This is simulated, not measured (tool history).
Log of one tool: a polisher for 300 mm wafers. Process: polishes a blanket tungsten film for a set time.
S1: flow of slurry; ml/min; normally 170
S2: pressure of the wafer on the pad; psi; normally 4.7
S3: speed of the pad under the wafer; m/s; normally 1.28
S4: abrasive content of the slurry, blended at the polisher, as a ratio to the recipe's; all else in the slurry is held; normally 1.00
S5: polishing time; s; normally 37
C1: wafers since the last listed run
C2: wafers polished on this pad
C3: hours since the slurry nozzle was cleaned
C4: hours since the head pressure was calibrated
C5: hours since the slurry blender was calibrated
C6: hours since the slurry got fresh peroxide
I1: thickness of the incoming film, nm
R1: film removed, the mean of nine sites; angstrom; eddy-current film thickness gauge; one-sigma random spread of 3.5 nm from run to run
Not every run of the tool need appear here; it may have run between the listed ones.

run 1 hour=0.0 | S1=185 S2=4.7 S3=1.28 S4=1.00 S5=37 | C1=0 C2=1613 C3=125.8 C4=728.5 C5=273.4 C6=280.5 | I1=798.1 | R1=2363
-- hour=32.8 head pressure recalibrated
-- hour=69.2 slurry blender recalibrated
run 2 hour=69.7 | S1=170 S2=4.7 S3=1.28 S4=1.00 S5=28 | C1=680 C2=2293 C3=195.5 C4=36.9 C5=0.5 C6=350.2 | I1=796.1 | R1=1698
run 3 hour=99.3 | S1=170 S2=4.7 S3=1.28 S4=1.00 S5=28 | C1=306 C2=2599 C3=225.1 C4=66.5 C5=30.1 C6=379.8 | I1=814.4 | R1=1666
-- hour=112.4 slurry tank refilled with fresh slurry and peroxide
run 4 hour=123.4 | S1=170 S2=5.3 S3=1.28 S4=0.80 S5=37 | C1=239 C2=2839 C3=249.2 C4=90.6 C5=54.2 C6=11.0 | I1=791.6 | R1=2710
run 5 hour=156.8 | S1=170 S2=5.3 S3=1.28 S4=0.80 S5=37 | C1=345 C2=3184 C3=282.6 C4=124.0 C5=87.6 C6=44.4 | I1=803.5 | R1=2656
-- hour=184.5 worn pad replaced by a new one
run 6 hour=203.4 | S1=170 S2=5.3 S3=1.28 S4=0.80 S5=37 | C1=440 C2=195 C3=329.2 C4=170.6 C5=134.2 C6=91.0 | I1=794.5 | R1=2574
run 7 hour=271.4 | S1=170 S2=5.6 S3=1.58 S4=1.10 S5=37 | C1=703 C2=899 C3=397.2 C4=238.6 C5=202.2 C6=159.0 | I1=805.1 | R1=3343
run 8 hour=340.8 | S1=190 S2=4.7 S3=1.28 S4=1.00 S5=37 | C1=718 C2=1617 C3=466.6 C4=308.0 C5=271.6 C6=228.4 | I1=786.3 | R1=2202
run 9 hour=370.0 | S1=170 S2=4.7 S3=1.28 S4=0.85 S5=37 | C1=302 C2=1920 C3=495.8 C4=337.2 C5=300.8 C6=257.6 | I1=792.2 | R1=2094
run 10 hour=397.3 | S1=170 S2=5.5 S3=1.28 S4=1.30 S5=29 | C1=282 C2=2202 C3=523.1 C4=364.5 C5=328.1 C6=284.9 | I1=807.2 | R1=2046
run 11 hour=424.2 | S1=185 S2=5.4 S3=1.28 S4=1.15 S5=37 | C1=278 C2=2481 C3=550.0 C4=391.4 C5=355.0 C6=311.8 | I1=802.1 | R1=2541
-- hour=442.2 slurry blender recalibrated
-- hour=518.6 slurry tank refilled with fresh slurry and peroxide
run 12 hour=527.5 | S1=170 S2=4.7 S3=1.28 S4=0.90 S5=37 | C1=1038 C2=3519 C3=653.3 C4=494.7 C5=85.3 C6=8.9 | I1=800.5 | R1=2288
-- hour=576.8 worn pad replaced by a new one
run 13 hour=580.1 | S1=170 S2=4.7 S3=1.28 S4=1.00 S5=37 | C1=503 C2=34 C3=705.9 C4=547.3 C5=137.9 C6=61.5 | I1=793.5 | R1=2161
-- hour=624.9 slurry nozzle cleaned
run 14 hour=652.1 | S1=170 S2=5.3 S3=1.28 S4=0.80 S5=37 | C1=734 C2=769 C3=27.2 C4=619.3 C5=209.9 C6=133.5 | I1=792.0 | R1=2526
run 15 hour=694.9 | S1=170 S2=5.6 S3=1.28 S4=1.00 S5=37 | C1=443 C2=1212 C3=70.0 C4=662.1 C5=252.7 C6=176.3 | I1=812.7 | R1=2660
run 16 hour=734.4 | S1=170 S2=6.0 S3=1.02 S4=1.00 S5=37 | C1=408 C2=1620 C3=109.5 C4=701.6 C5=292.2 C6=215.8 | I1=793.1 | R1=2260
run 17 hour=771.3 | S1=170 S2=4.7 S3=0.92 S4=0.75 S5=37 | C1=381 C2=2002 C3=146.4 C4=738.5 C5=329.1 C6=252.7 | I1=800.7 | R1=1470
run 18 hour=838.9 | S1=170 S2=4.0 S3=1.50 S4=1.15 S5=37 | C1=699 C2=2702 C3=214.0 C4=806.1 C5=396.7 C6=320.3 | I1=800.9 | R1=2133
-- hour=852.8 slurry tank refilled with fresh slurry and peroxide
run 19 hour=874.2 | S1=170 S2=4.7 S3=1.16 S4=1.00 S5=37 | C1=355 C2=3057 C3=249.3 C4=841.4 C5=432.0 C6=21.4 | I1=783.5 | R1=2207
-- hour=883.4 slurry blender recalibrated
-- hour=923.0 worn pad replaced by a new one
run 20 hour=923.5 | S1=210 S2=5.8 S3=1.28 S4=1.00 S5=37 | C1=448 C2=4 C3=298.6 C4=890.7 C5=40.1 C6=70.7 | I1=800.5 | R1=3029
-- hour=949.4 head pressure recalibrated
run 21 hour=963.0 | S1=170 S2=6.2 S3=1.14 S4=1.30 S5=37 | C1=388 C2=392 C3=338.1 C4=13.6 C5=79.6 C6=110.2 | I1=795.4 | R1=2791
run 22 hour=991.3 | S1=170 S2=4.7 S3=1.28 S4=1.00 S5=37 | C1=292 C2=685 C3=366.4 C4=41.9 C5=107.9 C6=138.5 | I1=809.2 | R1=2251
run 23 hour=1019.7 | S1=185 S2=4.7 S3=1.28 S4=1.00 S5=26 | C1=293 C2=979 C3=394.8 C4=70.3 C5=136.3 C6=166.9 | I1=804.9 | R1=1546
run 24 hour=1044.1 | S1=170 S2=4.7 S3=1.28 S4=1.00 S5=32 | C1=252 C2=1232 C3=419.2 C4=94.7 C5=160.7 C6=191.3 | I1=804.6 | R1=1876
run 25 hour=1100.4 | S1=125 S2=4.7 S3=1.00 S4=1.00 S5=37 | C1=582 C2=1815 C3=475.5 C4=151.0 C5=217.0 C6=247.6 | I1=806.6 | R1=1504
run 26 hour=1135.8 | S1=145 S2=5.9 S3=1.28 S4=1.15 S5=37 | C1=366 C2=2181 C3=510.9 C4=186.4 C5=252.4 C6=283.0 | I1=802.3 | R1=2607

Branching from run 26: 4 alternative next runs. What would each branch give?
run A hour=1136.2 | S1=170 S2=4.7 S3=1.28 S4=0.75 S5=37 | C1=4 C2=2185 C3=511.3 C4=186.8 C5=252.8 C6=283.4 | I1=800.1 | R1=?
run B hour=1136.2 | S1=170 S2=4.7 S3=1.54 S4=1.00 S5=37 | C1=4 C2=2185 C3=511.3 C4=186.8 C5=252.8 C6=283.4 | I1=800.1 | R1=?
run C hour=1136.2 | S1=210 S2=4.7 S3=1.28 S4=1.00 S5=37 | C1=4 C2=2185 C3=511.3 C4=186.8 C5=252.8 C6=283.4 | I1=800.1 | R1=?
run D hour=1136.2 | S1=170 S2=4.7 S3=1.14 S4=1.00 S5=30 | C1=4 C2=2185 C3=511.3 C4=186.8 C5=252.8 C6=283.4 | I1=800.1 | R1=?

run=A R1=1991
run=B R1=2531
run=C R1=2213
run=D R1=1519
Take away the tool's hidden state, keep each run's random variation, and the runs would have read:
run=A R1=2633
run=B R1=3347
run=C R1=2870
run=D R1=2009

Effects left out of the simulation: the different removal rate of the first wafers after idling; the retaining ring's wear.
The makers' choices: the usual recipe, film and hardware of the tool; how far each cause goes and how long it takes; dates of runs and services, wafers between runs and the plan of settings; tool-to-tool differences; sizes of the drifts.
